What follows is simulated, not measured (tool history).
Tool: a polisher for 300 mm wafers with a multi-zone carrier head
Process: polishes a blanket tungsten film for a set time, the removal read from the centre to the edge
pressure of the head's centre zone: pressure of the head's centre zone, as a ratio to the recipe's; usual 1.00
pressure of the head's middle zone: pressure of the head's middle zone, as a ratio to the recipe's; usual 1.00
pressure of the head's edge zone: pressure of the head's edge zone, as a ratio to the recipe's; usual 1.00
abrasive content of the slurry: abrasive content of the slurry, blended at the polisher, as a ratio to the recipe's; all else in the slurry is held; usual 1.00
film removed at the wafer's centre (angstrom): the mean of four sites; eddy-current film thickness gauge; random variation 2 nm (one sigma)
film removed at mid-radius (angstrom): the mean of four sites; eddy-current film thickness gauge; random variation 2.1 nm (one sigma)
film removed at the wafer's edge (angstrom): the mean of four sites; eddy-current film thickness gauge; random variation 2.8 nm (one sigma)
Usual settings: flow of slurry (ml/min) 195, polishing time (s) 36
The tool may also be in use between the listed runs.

| run | day | flow of slurry (ml/min) | pressure of the head's centre zone | pressure of the head's middle zone | pressure of the head's edge zone | abrasive content of the slurry | polishing time (s) | wafers since the last listed run | wafers polished on this pad | hours since the slurry nozzle was cleaned | hours since the centre zone pressure was calibrated | hours since the edge zone pressure was calibrated | hours since the carrier head's membrane was replaced | incoming thickness of the incoming film, nm | film removed at the wafer's centre (angstrom) | film removed at mid-radius (angstrom) | film removed at the wafer's edge (angstrom) |
|---|---|---|---|---|---|---|---|---|---|---|---|---|---|---|---|---|---|
| 1 | 0.000 | 195 | 1.00 | 1.00 | 1.00 | 1.00 | 36 | 0 | 655 | 50.9 | 747.2 | 1076.6 | 120.3 | 619.8 | 2059 | 2288 | 2309 |
|  | 0.446 | centre zone pressure recalibrated |
|  | 10.629 | edge zone pressure recalibrated |
| 2 | 11.504 | 195 | 1.00 | 1.00 | 1.00 | 1.00 | 36 | 4451 | 5106 | 327.0 | 265.4 | 21.0 | 396.4 | 627.1 | 2114 | 2310 | 2309 |
| 3 | 15.075 | 195 | 1.00 | 1.00 | 1.00 | 1.00 | 36 | 1401 | 6508 | 412.7 | 351.1 | 106.7 | 482.1 | 633.7 | 2061 | 2334 | 2245 |
|  | 15.396 | worn pad replaced by a new one |
|  | 18.142 | slurry nozzle cleaned |
| 4 | 18.708 | 195 | 1.00 | 1.00 | 1.00 | 1.00 | 28 | 1344 | 1284 | 13.6 | 438.3 | 193.9 | 569.3 | 640.2 | 1622 | 1774 | 1806 |
| 5 | 24.017 | 195 | 1.00 | 1.00 | 1.00 | 1.00 | 28 | 2084 | 3368 | 141.0 | 565.7 | 321.3 | 696.7 | 625.2 | 1641 | 1800 | 1753 |
| 6 | 27.421 | 195 | 1.00 | 1.00 | 1.00 | 1.00 | 28 | 1336 | 4705 | 222.7 | 647.4 | 403.0 | 778.4 | 638.9 | 1617 | 1767 | 1759 |
| 7 | 29.883 | 195 | 1.00 | 1.00 | 1.00 | 1.00 | 36 | 966 | 5671 | 281.8 | 706.5 | 462.1 | 837.5 | 641.2 | 2059 | 2279 | 2293 |
|  | 31.217 | centre zone pressure recalibrated |
|  | 33.792 | worn pad replaced by a new one |
|  | 39.142 | slurry nozzle cleaned |
| 8 | 42.138 | 195 | 1.00 | 1.00 | 1.00 | 1.00 | 36 | 4696 | 3260 | 71.9 | 262.1 | 756.2 | 1131.6 | 620.9 | 2119 | 2292 | 2315 |
| 9 | 46.192 | 195 | 1.00 | 1.00 | 1.00 | 1.00 | 36 | 1591 | 4852 | 169.2 | 359.4 | 853.5 | 1228.9 | 625.0 | 2092 | 2289 | 2308 |
| 10 | 47.738 | 195 | 1.00 | 1.00 | 1.00 | 1.00 | 36 | 606 | 5458 | 206.3 | 396.5 | 890.6 | 1266.0 | 626.9 | 2077 | 2302 | 2306 |
|  | 48.996 | worn pad replaced by a new one |
| 11 | 51.279 | 195 | 1.00 | 1.00 | 1.00 | 1.00 | 49 | 1325 | 896 | 291.3 | 481.5 | 975.6 | 1351.0 | 634.0 | 2786 | 3185 | 3137 |
|  | 54.667 | edge zone pressure recalibrated |
| 12 | 54.688 | 195 | 1.00 | 1.00 | 1.00 | 1.00 | 36 | 1305 | 2201 | 373.1 | 563.3 | 0.5 | 1432.8 | 628.9 | 2050 | 2296 | 2306 |
|  | 57.883 | carrier head's membrane replaced by a new one |
| 13 | 59.100 | 195 | 1.00 | 1.00 | 1.00 | 1.00 | 36 | 1650 | 3852 | 479.0 | 669.2 | 106.4 | 29.2 | 632.3 | 2056 | 2286 | 2346 |
|  | 59.608 | slurry nozzle cleaned |
| 14 | 61.571 | 195 | 1.00 | 1.04 | 1.00 | 1.00 | 36 | 953 | 4805 | 47.1 | 728.5 | 165.7 | 88.5 | 628.0 | 2041 | 2396 | 2260 |
| 15 | 63.625 | 220 | 1.09 | 1.00 | 1.10 | 1.00 | 47 | 806 | 5612 | 96.4 | 777.8 | 215.0 | 137.8 | 630.6 | 3004 | 3095 | 3150 |
|  | 64.988 | worn pad replaced by a new one |
|  | 65.417 | centre zone pressure recalibrated |
| 16 | 66.654 | 195 | 1.00 | 1.00 | 1.00 | 1.00 | 36 | 1091 | 620 | 169.1 | 29.7 | 287.7 | 210.5 | 629.4 | 2214 | 2330 | 2299 |
| 17 | 73.988 | 195 | 1.00 | 1.00 | 1.00 | 1.20 | 36 | 2879 | 3500 | 345.1 | 205.7 | 463.7 | 386.5 | 635.5 | 2215 | 2383 | 2392 |
| 18 | 76.125 | 195 | 1.11 | 1.00 | 0.97 | 1.00 | 36 | 839 | 4339 | 396.4 | 257.0 | 515.0 | 437.8 | 636.4 | 2352 | 2316 | 2248 |
|  | 78.112 | slurry nozzle cleaned |
| 19 | 78.879 | 195 | 0.93 | 1.07 | 1.00 | 1.00 | 26 | 1064 | 5404 | 18.4 | 323.1 | 581.1 | 503.9 | 626.0 | 1383 | 1753 | 1672 |
| 20 | 81.471 | 160 | 1.00 | 1.00 | 1.11 | 0.85 | 29 | 1017 | 6421 | 80.6 | 385.3 | 643.3 | 566.1 | 636.7 | 1569 | 1713 | 1832 |
|  | 82.562 | worn pad replaced by a new one |
| 21 | 85.000 | 195 | 1.06 | 1.00 | 1.00 | 1.00 | 36 | 1320 | 956 | 165.3 | 470.0 | 728.0 | 650.8 | 631.1 | 2205 | 2261 | 2309 |

Hidden state or all else? Some run-to-run changes of film removed at the wafer's centre (angstrom), split into what the settings, what came in and random variation would give without the hidden state, and what is left for the hidden state (with any gauge scatter that isn't in both results):
The hidden state here: removal rate lost through wear of the pad, %; slurry flow missing at the pad, %; deviation of the centre zone's pressure from its setpoint, %; deviation of the edge zone's pressure from its setpoint, %.
Run 14 -> 15: flow of slurry (ml/min) 195 -> 220, pressure of the head's centre zone 1.00 -> 1.09, pressure of the head's middle zone 1.04 -> 1.00, pressure of the head's edge zone 1.00 -> 1.10, polishing time (s) 36 -> 47. film removed at the wafer's centre (angstrom) +963: hidden state -98, all else +1061.
Run 15 -> 16: flow of slurry (ml/min) 220 -> 195, pressure of the head's centre zone 1.09 -> 1.00, pressure of the head's edge zone 1.10 -> 1.00, polishing time (s) 47 -> 36, worn pad replaced by a new one, centre zone pressure recalibrated. film removed at the wafer's centre (angstrom) -790: hidden state +276, all else -1066.
Run 16 -> 17: abrasive content of the slurry 1.00 -> 1.20. film removed at the wafer's centre (angstrom) +1: hidden state -100, all else +101.
Run 18 -> 19: pressure of the head's centre zone 1.11 -> 0.93, pressure of the head's middle zone 1.00 -> 1.07, pressure of the head's edge zone 0.97 -> 1.00, polishing time (s) 36 -> 26, slurry nozzle cleaned. film removed at the wafer's centre (angstrom) -969: hidden state +50, all else -1019.
